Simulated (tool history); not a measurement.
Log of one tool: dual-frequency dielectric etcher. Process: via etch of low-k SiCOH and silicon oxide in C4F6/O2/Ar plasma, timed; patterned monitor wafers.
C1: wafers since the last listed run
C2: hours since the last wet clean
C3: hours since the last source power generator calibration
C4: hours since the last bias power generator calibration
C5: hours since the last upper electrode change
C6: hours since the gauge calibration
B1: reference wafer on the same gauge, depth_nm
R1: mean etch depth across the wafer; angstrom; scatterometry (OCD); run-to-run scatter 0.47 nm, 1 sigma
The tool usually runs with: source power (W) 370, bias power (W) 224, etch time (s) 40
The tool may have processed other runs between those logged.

run 1 hour=0 | source_power_(W)=390 bias_power_(W)=224 etch_time_(s)=40 | C1=0 C2=440.2 C3=33.5 C4=3790.1 C5=5091 C6=490.4 | B1=91.1 | R1=1101
run 2 hour=31.5 | source_power_(W)=390 bias_power_(W)=224 etch_time_(s)=40 | C1=378 C2=471.7 C3=65 C4=3821.6 C5=5122.5 C6=521.9 | B1=90.8 | R1=1115
run 3 hour=74.8 | source_power_(W)=370 bias_power_(W)=258 etch_time_(s)=40 | C1=519 C2=515 C3=108.3 C4=3864.9 C5=5165.8 C6=565.2 | B1=90.9 | R1=1145
-- hour=99 wet clean of the chamber
run 4 hour=111 | source_power_(W)=370 bias_power_(W)=224 etch_time_(s)=48.5 | C1=146 C2=12 C3=144.5 C4=3901.1 C5=5202 C6=601.4 | B1=90.9 | R1=1286
run 5 hour=156.3 | source_power_(W)=370 bias_power_(W)=224 etch_time_(s)=48.5 | C1=543 C2=57.3 C3=189.8 C4=3946.4 C5=5247.3 C6=646.7 | B1=91.1 | R1=1293
run 6 hour=185.8 | source_power_(W)=370 bias_power_(W)=268 etch_time_(s)=32.5 | C1=354 C2=86.8 C3=219.3 C4=3975.9 C5=5276.8 C6=676.2 | B1=91 | R1=923
run 7 hour=255.7 | source_power_(W)=370 bias_power_(W)=268 etch_time_(s)=32.5 | C1=838 C2=156.7 C3=289.2 C4=4045.8 C5=5346.7 C6=746.1 | B1=91 | R1=920
run 8 hour=285.6 | source_power_(W)=370 bias_power_(W)=268 etch_time_(s)=32.5 | C1=358 C2=186.6 C3=319.1 C4=4075.7 C5=5376.6 C6=776 | B1=91.1 | R1=926
-- hour=304.3 bias power generator calibrated
run 9 hour=313 | source_power_(W)=410 bias_power_(W)=224 etch_time_(s)=35.5 | C1=280 C2=214 C3=346.5 C4=8.7 C5=5404 C6=803.4 | B1=91 | R1=986
run 10 hour=362.5 | source_power_(W)=370 bias_power_(W)=224 etch_time_(s)=40 | C1=594 C2=263.5 C3=396 C4=58.2 C5=5453.5 C6=852.9 | B1=90.9 | R1=1066
run 11 hour=428.4 | source_power_(W)=370 bias_power_(W)=224 etch_time_(s)=40 | C1=790 C2=329.4 C3=461.9 C4=124.1 C5=5519.4 C6=918.8 | B1=91.1 | R1=1075
-- hour=497.9 upper electrode replaced
run 12 hour=498.4 | source_power_(W)=370 bias_power_(W)=224 etch_time_(s)=40 | C1=552 C2=399.4 C3=531.9 C4=194.1 C5=0.5 C6=988.8 | B1=91 | R1=1085
run 13 hour=534.8 | source_power_(W)=370 bias_power_(W)=224 etch_time_(s)=44.5 | C1=436 C2=435.8 C3=568.3 C4=230.5 C5=36.9 C6=1025.2 | B1=90.9 | R1=1214
run 14 hour=583.8 | source_power_(W)=430 bias_power_(W)=171 etch_time_(s)=33 | C1=588 C2=484.8 C3=617.3 C4=279.5 C5=85.9 C6=1074.2 | B1=91.1 | R1=866
run 15 hour=620.1 | source_power_(W)=410 bias_power_(W)=247 etch_time_(s)=40 | C1=435 C2=521.1 C3=653.6 C4=315.8 C5=122.2 C6=1110.5 | B1=91.1 | R1=1166
run 16 hour=669 | source_power_(W)=350 bias_power_(W)=239 etch_time_(s)=28.5 | C1=586 C2=570 C3=702.5 C4=364.7 C5=171.1 C6=1159.4 | B1=91.1 | R1=777
run 17 hour=722.9 | source_power_(W)=370 bias_power_(W)=224 etch_time_(s)=51 | C1=646 C2=623.9 C3=756.4 C4=418.6 C5=225 C6=1213.3 | B1=91 | R1=1390
-- hour=780.5 wet clean of the chamber
run 18 hour=781 | source_power_(W)=330 bias_power_(W)=186 etch_time_(s)=40 | C1=409 C2=0.5 C3=814.5 C4=476.7 C5=283.1 C6=1271.4 | B1=91.1 | R1=937
run 19 hour=835.4 | source_power_(W)=370 bias_power_(W)=224 etch_time_(s)=40 | C1=652 C2=54.9 C3=868.9 C4=531.1 C5=337.5 C6=1325.8 | B1=91.1 | R1=1069
run 20 hour=872 | source_power_(W)=400 bias_power_(W)=224 etch_time_(s)=40 | C1=439 C2=91.5 C3=905.5 C4=567.7 C5=374.1 C6=1362.4 | B1=90.9 | R1=1099
run 21 hour=902.9 | source_power_(W)=400 bias_power_(W)=201 etch_time_(s)=45.5 | C1=370 C2=122.4 C3=936.4 C4=598.6 C5=405 C6=1393.3 | B1=91.1 | R1=1199
run 22 hour=971.2 | source_power_(W)=370 bias_power_(W)=272 etch_time_(s)=47.5 | C1=819 C2=190.7 C3=1004.7 C4=666.9 C5=473.3 C6=1461.6 | B1=90.9 | R1=1363
run 23 hour=1000.2 | source_power_(W)=370 bias_power_(W)=224 etch_time_(s)=40 | C1=348 C2=219.7 C3=1033.7 C4=695.9 C5=502.3 C6=1490.6 | B1=90.8 | R1=1069
-- hour=1003.5 gauge calibrated
run 24 hour=1028.9 | source_power_(W)=300 bias_power_(W)=261 etch_time_(s)=40 | C1=344 C2=248.4 C3=1062.4 C4=724.6 C5=531 C6=25.4 | B1=90.9 | R1=1033
run 25 hour=1073.2 | source_power_(W)=370 bias_power_(W)=271 etch_time_(s)=48.5 | C1=531 C2=292.7 C3=1106.7 C4=768.9 C5=575.3 C6=69.7 | B1=91.2 | R1=1401
run 26 hour=1125.8 | source_power_(W)=440 bias_power_(W)=240 etch_time_(s)=46.5 | C1=631 C2=345.3 C3=1159.3 C4=821.5 C5=627.9 C6=122.3 | B1=91.1 | R1=1385
run 27 hour=1181.2 | source_power_(W)=460 bias_power_(W)=187 etch_time_(s)=40 | C1=664 C2=400.7 C3=1214.7 C4=876.9 C5=683.3 C6=177.7 | B1=91 | R1=1117
run 28 hour=1338.5 | source_power_(W)=440 bias_power_(W)=224 etch_time_(s)=47 | C1=1887 C2=558 C3=1372 C4=1034.2 C5=840.6 C6=335 | B1=91 | R1=1378
run 29 hour=1368.2 | source_power_(W)=370 bias_power_(W)=195 etch_time_(s)=40 | C1=356 C2=587.7 C3=1401.7 C4=1063.9 C5=870.3 C6=364.7 | B1=91.2 | R1=1039
run 30 hour=1396.8 | source_power_(W)=280 bias_power_(W)=200 etch_time_(s)=47.5 | C1=343 C2=616.3 C3=1430.3 C4=1092.5 C5=898.9 C6=393.3 | B1=91 | R1=1109
run 31 hour=1422.5 | source_power_(W)=370 bias_power_(W)=224 etch_time_(s)=40 | C1=308 C2=642 C3=1456 C4=1118.2 C5=924.6 C6=419 | B1=91.1 | R1=1094

Alternative continuations, all from the tool just after run 31; predict every row:
run A hour=1422.9 | source_power_(W)=370 bias_power_(W)=224 etch_time_(s)=40 | C1=4 C2=642.4 C3=1456.4 C4=1118.6 C5=925 C6=419.4 | B1=? | R1=?
run B hour=1422.9 | source_power_(W)=370 bias_power_(W)=224 etch_time_(s)=46.5 | C1=4 C2=642.4 C3=1456.4 C4=1118.6 C5=925 C6=419.4 | B1=? | R1=?
run C hour=1422.9 | source_power_(W)=420 bias_power_(W)=224 etch_time_(s)=40 | C1=4 C2=642.4 C3=1456.4 C4=1118.6 C5=925 C6=419.4 | B1=? | R1=?

run=A B1=91 R1=1102
run=B B1=91 R1=1281
run=C B1=91 R1=1162
The same runs, with their run-to-run variation unchanged, on a tool lacking any hidden condition would have given:
run=A R1=1061
run=B R1=1234
run=C R1=1119
